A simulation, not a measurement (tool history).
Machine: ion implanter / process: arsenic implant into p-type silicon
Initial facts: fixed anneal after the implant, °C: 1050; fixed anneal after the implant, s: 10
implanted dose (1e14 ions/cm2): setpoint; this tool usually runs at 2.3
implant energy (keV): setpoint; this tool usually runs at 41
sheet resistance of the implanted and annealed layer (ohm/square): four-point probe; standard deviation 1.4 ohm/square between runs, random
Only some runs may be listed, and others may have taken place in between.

| run | hour | implanted dose (1e14 ions/cm2) | implant energy (keV) | wafers since the last listed run | hours since the last dose calibration | hours since the extraction supply was calibrated | hours since the gauge calibration | read-back reference wafer on the same gauge, sheet resistance | sheet resistance of the implanted and annealed layer (ohm/square) |
|---|---|---|---|---|---|---|---|---|---|
| 1 | 0 | 2.3 | 41 | 0 | 920.9 | 3109.2 | 206.2 | 393.37 | 350.12 |
| 2 | 39.5 | 2.3 | 41 | 787 | 960.4 | 3148.7 | 245.7 | 393.22 | 352.61 |
| 3 | 66.6 | 1.98 | 41 | 540 | 987.5 | 3175.8 | 272.8 | 393.1 | 394.98 |
| 4 | 110.3 | 1.98 | 41 | 871 | 1031.2 | 3219.5 | 316.5 | 393.35 | 394.53 |
| 5 | 137.4 | 1.94 | 30 | 540 | 1058.3 | 3246.6 | 343.6 | 392.96 | 417.64 |
| 6 | 167.2 | 1.94 | 30 | 594 | 1088.1 | 3276.4 | 373.4 | 392.98 | 420.66 |
| 7 | 234.2 | 2.62 | 41 | 1336 | 1155.1 | 3343.4 | 440.4 | 392.53 | 319.66 |
| 8 | 265.4 | 2.62 | 41 | 622 | 1186.3 | 3374.6 | 471.6 | 393.35 | 320.84 |
| 9 | 309.6 | 2.62 | 41 | 881 | 1230.5 | 3418.8 | 515.8 | 392.57 | 321.41 |
|  | 324.9 | gauge calibrated |
| 10 | 373.6 | 2.3 | 41 | 1276 | 1294.5 | 3482.8 | 48.7 | 393.24 | 354.64 |
|  | 397.7 | Faraday cup replaced and dose calibrated |
| 11 | 400.9 | 1.98 | 41 | 384 | 3.2 | 3510.1 | 76 | 392.69 | 368.04 |
| 12 | 426.9 | 1.77 | 41 | 518 | 29.2 | 3536.1 | 102 | 392.63 | 398.86 |
| 13 | 493.8 | 1.61 | 33.5 | 1334 | 96.1 | 3603 | 168.9 | 393.24 | 440.02 |
|  | 525.4 | extraction supply calibrated |
| 14 | 546 | 2.94 | 41 | 881 | 148.3 | 20.6 | 221.1 | 393.59 | 274.44 |
|  | 570.8 | Faraday cup replaced and dose calibrated, repeated, since the last time left the tool worse |
| 15 | 581 | 2.89 | 47.5 | 538 | 10.2 | 55.6 | 256.1 | 392.72 | 286.49 |
| 16 | 619.4 | 2.75 | 54 | 765 | 48.6 | 94 | 294.5 | 392.95 | 290.98 |
| 17 | 673.9 | 2.82 | 41 | 1086 | 103.1 | 148.5 | 349 | 393.29 | 297.4 |

Run 18, settings as shown, results not yet in. Your forecast:
| 18 | 712.3 | 2.56 | 51.5 | 765 | 141.5 | 186.9 | 387.4 | ? | ? |

read-back reference wafer on the same gauge, sheet resistance: 393.13
sheet resistance of the implanted and annealed layer (ohm/square): 308.16
Take away the tool's hidden state, keep the run-to-run variation as it was, and the same run would have given sheet resistance of the implanted and annealed layer (ohm/square) 309.04.
